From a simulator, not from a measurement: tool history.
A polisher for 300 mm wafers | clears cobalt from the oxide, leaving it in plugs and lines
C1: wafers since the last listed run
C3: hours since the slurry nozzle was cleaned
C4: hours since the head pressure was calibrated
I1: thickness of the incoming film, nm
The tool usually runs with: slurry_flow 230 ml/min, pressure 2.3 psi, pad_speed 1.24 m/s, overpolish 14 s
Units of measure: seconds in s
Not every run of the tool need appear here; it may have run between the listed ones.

run 1 day=0.000 | slurry_flow=230 pressure=2.3 pad_speed=1.02 overpolish=14 | C1=0 wafers_polished_on_this_pad=26 C3=404.1 C4=580.6 | I1=200.8 | seconds=31.0
run 2 day=0.479 | slurry_flow=230 pressure=2.3 pad_speed=1.24 overpolish=14 | C1=108 wafers_polished_on_this_pad=135 C3=415.6 C4=592.1 | I1=197.7 | seconds=25.5
run 3 day=0.912 | slurry_flow=230 pressure=2.3 pad_speed=1.24 overpolish=14 | C1=98 wafers_polished_on_this_pad=233 C3=426.0 C4=602.5 | I1=197.5 | seconds=25.5
run 4 day=2.229 | slurry_flow=230 pressure=2.3 pad_speed=1.24 overpolish=14 | C1=299 wafers_polished_on_this_pad=532 C3=457.6 C4=634.1 | I1=198.7 | seconds=25.2
run 5 day=3.012 | slurry_flow=230 pressure=2.3 pad_speed=1.24 overpolish=14 | C1=177 wafers_polished_on_this_pad=710 C3=476.4 C4=652.9 | I1=201.5 | seconds=25.8
-- day=3.350 head pressure recalibrated
run 6 day=3.512 | slurry_flow=230 pressure=2.3 pad_speed=1.24 overpolish=14 | C1=94 wafers_polished_on_this_pad=805 C3=488.4 C4=3.9 | I1=197.1 | seconds=27.6
-- day=4.121 worn pad replaced by a new one
run 7 day=4.142 | slurry_flow=230 pressure=2.3 pad_speed=1.24 overpolish=14 | C1=105 wafers_polished_on_this_pad=5 C3=503.5 C4=19.0 | I1=201.5 | seconds=28.5
-- day=4.512 slurry nozzle cleaned
run 8 day=4.812 | slurry_flow=230 pressure=2.3 pad_speed=1.24 overpolish=14 | C1=142 wafers_polished_on_this_pad=148 C3=7.2 C4=35.1 | I1=198.8 | seconds=25.7
run 9 day=5.312 | slurry_flow=230 pressure=2.3 pad_speed=1.24 overpolish=14 | C1=113 wafers_polished_on_this_pad=261 C3=19.2 C4=47.1 | I1=199.4 | seconds=26.1
run 10 day=5.996 | slurry_flow=230 pressure=2.3 pad_speed=1.24 overpolish=14 | C1=155 wafers_polished_on_this_pad=417 C3=35.6 C4=63.5 | I1=201.0 | seconds=26.3
run 11 day=6.646 | slurry_flow=280 pressure=2.3 pad_speed=1.10 overpolish=14 | C1=147 wafers_polished_on_this_pad=564 C3=51.2 C4=79.1 | I1=202.5 | seconds=29.1
run 12 day=7.050 | slurry_flow=280 pressure=2.3 pad_speed=1.10 overpolish=14 | C1=91 wafers_polished_on_this_pad=656 C3=60.9 C4=88.8 | I1=202.2 | seconds=30.0
run 13 day=7.550 | slurry_flow=230 pressure=2.3 pad_speed=1.48 overpolish=14 | C1=113 wafers_polished_on_this_pad=770 C3=72.9 C4=100.8 | I1=200.0 | seconds=21.7
run 14 day=8.229 | slurry_flow=155 pressure=2.3 pad_speed=1.24 overpolish=16 | C1=154 wafers_polished_on_this_pad=924 C3=89.2 C4=117.1 | I1=198.9 | seconds=27.8
run 15 day=8.612 | slurry_flow=230 pressure=2.8 pad_speed=1.24 overpolish=10 | C1=87 wafers_polished_on_this_pad=1011 C3=98.4 C4=126.3 | I1=198.8 | seconds=22.5
-- day=8.867 worn pad replaced by a new one
run 16 day=9.283 | slurry_flow=160 pressure=2.7 pad_speed=1.24 overpolish=14 | C1=114 wafers_polished_on_this_pad=94 C3=114.5 C4=142.4 | I1=202.0 | seconds=24.5
run 17 day=9.808 | slurry_flow=230 pressure=2.3 pad_speed=1.24 overpolish=14 | C1=119 wafers_polished_on_this_pad=213 C3=127.1 C4=155.0 | I1=197.7 | seconds=25.3
run 18 day=10.071 | slurry_flow=285 pressure=2.0 pad_speed=1.68 overpolish=20 | C1=59 wafers_polished_on_this_pad=273 C3=133.4 C4=161.3 | I1=201.7 | seconds=21.7
run 19 day=11.429 | slurry_flow=175 pressure=1.5 pad_speed=1.24 overpolish=14 | C1=308 wafers_polished_on_this_pad=581 C3=166.0 C4=193.9 | I1=201.0 | seconds=38.3
run 20 day=12.033 | slurry_flow=230 pressure=2.3 pad_speed=1.24 overpolish=14 | C1=137 wafers_polished_on_this_pad=719 C3=180.5 C4=208.4 | I1=197.2 | seconds=25.1
run 21 day=12.512 | slurry_flow=230 pressure=2.3 pad_speed=1.24 overpolish=14 | C1=108 wafers_polished_on_this_pad=828 C3=192.0 C4=219.9 | I1=200.9 | seconds=26.3
run 22 day=13.050 | slurry_flow=230 pressure=2.3 pad_speed=1.24 overpolish=14 | C1=122 wafers_polished_on_this_pad=950 C3=204.9 C4=232.8 | I1=201.8 | seconds=27.0
run 23 day=13.633 | slurry_flow=290 pressure=2.3 pad_speed=1.24 overpolish=11 | C1=132 wafers_polished_on_this_pad=1082 C3=218.9 C4=246.8 | I1=200.5 | seconds=24.7
-- day=13.888 worn pad replaced by a new one
run 24 day=13.975 | slurry_flow=285 pressure=2.3 pad_speed=1.24 overpolish=14 | C1=39 wafers_polished_on_this_pad=19 C3=227.1 C4=255.0 | I1=201.7 | seconds=25.7
run 25 day=14.350 | slurry_flow=230 pressure=2.3 pad_speed=1.54 overpolish=14 | C1=85 wafers_polished_on_this_pad=104 C3=236.1 C4=264.0 | I1=199.5 | seconds=22.1
run 26 day=14.967 | slurry_flow=230 pressure=2.3 pad_speed=1.24 overpolish=14 | C1=140 wafers_polished_on_this_pad=245 C3=250.9 C4=278.8 | I1=202.0 | seconds=26.6
run 27 day=15.321 | slurry_flow=230 pressure=2.3 pad_speed=1.24 overpolish=11 | C1=80 wafers_polished_on_this_pad=325 C3=259.4 C4=287.3 | I1=200.0 | seconds=26.5
run 28 day=15.817 | slurry_flow=190 pressure=2.3 pad_speed=1.10 overpolish=14 | C1=112 wafers_polished_on_this_pad=438 C3=271.3 C4=299.2 | I1=203.8 | seconds=31.0
run 29 day=16.538 | slurry_flow=230 pressure=2.3 pad_speed=1.24 overpolish=14 | C1=163 wafers_polished_on_this_pad=601 C3=288.6 C4=316.5 | I1=198.1 | seconds=26.8
run 30 day=17.700 | slurry_flow=230 pressure=2.3 pad_speed=1.24 overpolish=14 | C1=264 wafers_polished_on_this_pad=866 C3=316.5 C4=344.4 | I1=200.0 | seconds=25.7
-- day=18.400 worn pad replaced by a new one
run 31 day=18.421 | slurry_flow=265 pressure=2.9 pad_speed=1.66 overpolish=19 | C1=125 wafers_polished_on_this_pad=4 C3=333.8 C4=361.7 | I1=197.2 | seconds=15.8
run 32 day=18.583 | slurry_flow=230 pressure=2.3 pad_speed=1.24 overpolish=20 | C1=36 wafers_polished_on_this_pad=41 C3=337.7 C4=365.6 | I1=200.6 | seconds=26.1
run 33 day=18.996 | slurry_flow=270 pressure=1.6 pad_speed=0.86 overpolish=19 | C1=93 wafers_polished_on_this_pad=135 C3=347.6 C4=375.5 | I1=199.0 | seconds=48.1
run 34 day=19.717 | slurry_flow=230 pressure=2.3 pad_speed=1.24 overpolish=14 | C1=163 wafers_polished_on_this_pad=299 C3=364.9 C4=392.8 | I1=197.1 | seconds=26.1

Below, some changes in seconds between adjacent runs. For each, the amount present without the hidden state too (settings, incoming material, random variation) and the amount remaining for the hidden state with gauge scatter not shared by both compared results:
Hidden conditions of the tool in this case: removal rate lost through wear of the pad, %; slurry flow missing at the pad, %; deviation of the head's pressure from its setpoint, %.
Run 5 -> 6: head pressure recalibrated. seconds +1.8 s: hidden state +2.7, all else -0.9.
Run 7 -> 8: slurry nozzle cleaned. seconds -2.8 s: hidden state -1.9, all else -0.9.
Run 18 -> 19: slurry_flow 285 -> 175, pressure 2.0 -> 1.5, pad_speed 1.68 -> 1.24, overpolish 20 -> 14. seconds +16.6 s: hidden state +0.5, all else +16.1.
Run 32 -> 33: slurry_flow 230 -> 270, pressure 2.3 -> 1.6, pad_speed 1.24 -> 0.86, overpolish 20 -> 19. seconds +22.0 s: hidden state -0.6, all else +22.6.
Run 33 -> 34: slurry_flow 270 -> 230, pressure 1.6 -> 2.3, pad_speed 0.86 -> 1.24, overpolish 19 -> 14. seconds -22.0 s: hidden state +0.6, all else -22.6.
